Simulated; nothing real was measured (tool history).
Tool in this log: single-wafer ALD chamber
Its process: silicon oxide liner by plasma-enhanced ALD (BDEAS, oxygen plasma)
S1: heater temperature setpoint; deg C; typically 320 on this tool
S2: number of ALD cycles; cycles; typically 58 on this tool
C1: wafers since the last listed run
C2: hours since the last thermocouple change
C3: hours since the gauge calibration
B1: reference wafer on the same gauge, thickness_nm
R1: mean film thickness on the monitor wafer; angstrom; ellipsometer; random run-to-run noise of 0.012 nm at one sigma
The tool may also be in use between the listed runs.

{"run": 1, "hour": 0.0, "S1": 320, "S2": 50, "C1": 0, "C2": 928.7, "C3": 658.1, "B1": 5.32, "R1": 40.56}
{"run": 2, "hour": 92.6, "S1": 316, "S2": 58, "C1": 574, "C2": 1021.3, "C3": 750.7, "B1": 5.319, "R1": 47.24}
{"run": 3, "hour": 202.4, "S1": 316, "S2": 58, "C1": 680, "C2": 1131.1, "C3": 860.5, "B1": 5.323, "R1": 47.24}
{"run": 4, "hour": 273.7, "S1": 320, "S2": 58, "C1": 442, "C2": 1202.4, "C3": 931.8, "B1": 5.32, "R1": 47.06}
{"run": 5, "hour": 313.0, "S1": 320, "S2": 58, "C1": 243, "C2": 1241.7, "C3": 971.1, "B1": 5.32, "R1": 46.99}
{"run": 6, "hour": 415.0, "S1": 320, "S2": 58, "C1": 632, "C2": 1343.7, "C3": 1073.1, "B1": 5.319, "R1": 47.04}
{"run": 7, "hour": 504.3, "S1": 320, "S2": 58, "C1": 553, "C2": 1433, "C3": 1162.4, "B1": 5.32, "R1": 47.06}
{"run": 8, "hour": 591.4, "S1": 320, "S2": 58, "C1": 539, "C2": 1520.1, "C3": 1249.5, "B1": 5.322, "R1": 46.98}
{"run": 9, "hour": 663.7, "S1": 320, "S2": 53, "C1": 448, "C2": 1592.4, "C3": 1321.8, "B1": 5.319, "R1": 43.09}
{"run": 10, "hour": 720.1, "S1": 315, "S2": 58, "C1": 349, "C2": 1648.8, "C3": 1378.2, "B1": 5.321, "R1": 47.31}
{"hour": 730.3, "done": "thermocouple changed; heater temperature recalibrated"}
{"hour": 768.7, "done": "gauge calibrated"}
{"run": 11, "hour": 819.6, "S1": 315, "S2": 58, "C1": 567, "C2": 89.3, "C3": 50.9, "B1": 5.319, "R1": 47.32}
{"run": 12, "hour": 856.4, "S1": 326, "S2": 53, "C1": 228, "C2": 126.1, "C3": 87.7, "B1": 5.319, "R1": 42.71}
{"run": 13, "hour": 923.1, "S1": 313, "S2": 54, "C1": 413, "C2": 192.8, "C3": 154.4, "B1": 5.319, "R1": 44.23}
{"run": 14, "hour": 992.5, "S1": 320, "S2": 53, "C1": 430, "C2": 262.2, "C3": 223.8, "B1": 5.32, "R1": 42.95}
{"run": 15, "hour": 1038.7, "S1": 316, "S2": 62, "C1": 286, "C2": 308.4, "C3": 270, "B1": 5.317, "R1": 50.52}
{"run": 16, "hour": 1126.5, "S1": 313, "S2": 54, "C1": 544, "C2": 396.2, "C3": 357.8, "B1": 5.322, "R1": 44.24}
{"run": 17, "hour": 1209.2, "S1": 306, "S2": 54, "C1": 512, "C2": 478.9, "C3": 440.5, "B1": 5.32, "R1": 44.53}
{"run": 18, "hour": 1257.2, "S1": 330, "S2": 63, "C1": 297, "C2": 526.9, "C3": 488.5, "B1": 5.32, "R1": 50.41}
{"run": 19, "hour": 1309.9, "S1": 325, "S2": 55, "C1": 326, "C2": 579.6, "C3": 541.2, "B1": 5.318, "R1": 44.26}
{"run": 20, "hour": 1364.1, "S1": 329, "S2": 47, "C1": 335, "C2": 633.8, "C3": 595.4, "B1": 5.322, "R1": 37.7}
{"run": 21, "hour": 1451.0, "S1": 320, "S2": 58, "C1": 538, "C2": 720.7, "C3": 682.3, "B1": 5.319, "R1": 46.96}
{"run": 22, "hour": 1576.0, "S1": 320, "S2": 58, "C1": 774, "C2": 845.7, "C3": 807.3, "B1": 5.32, "R1": 47.05}
{"run": 23, "hour": 1619.1, "S1": 320, "S2": 58, "C1": 267, "C2": 888.8, "C3": 850.4, "B1": 5.321, "R1": 47.09}

Forecast each of these 5 alternatives for the next run:
{"run": "A", "hour": 1619.6, "S1": 330, "S2": 58, "C1": 3, "C2": 889.3, "C3": 850.9, "B1": "?", "R1": "?"}
{"run": "B", "hour": 1619.6, "S1": 306, "S2": 50, "C1": 3, "C2": 889.3, "C3": 850.9, "B1": "?", "R1": "?"}
{"run": "C", "hour": 1619.6, "S1": 331, "S2": 58, "C1": 3, "C2": 889.3, "C3": 850.9, "B1": "?", "R1": "?"}
{"run": "D", "hour": 1619.6, "S1": 326, "S2": 58, "C1": 3, "C2": 889.3, "C3": 850.9, "B1": "?", "R1": "?"}
{"run": "E", "hour": 1619.6, "S1": 326, "S2": 51, "C1": 3, "C2": 889.3, "C3": 850.9, "B1": "?", "R1": "?"}

run=A B1=5.32 R1=46.35
run=B B1=5.32 R1=41.19
run=C B1=5.32 R1=46.29
run=D B1=5.32 R1=46.59
run=E B1=5.32 R1=40.96
With the hidden condition removed and each run's random variation left untouched, the same runs would have given:
run=A R1=46.35
run=B R1=41.19
run=C R1=46.29
run=D R1=46.59
run=E R1=40.96

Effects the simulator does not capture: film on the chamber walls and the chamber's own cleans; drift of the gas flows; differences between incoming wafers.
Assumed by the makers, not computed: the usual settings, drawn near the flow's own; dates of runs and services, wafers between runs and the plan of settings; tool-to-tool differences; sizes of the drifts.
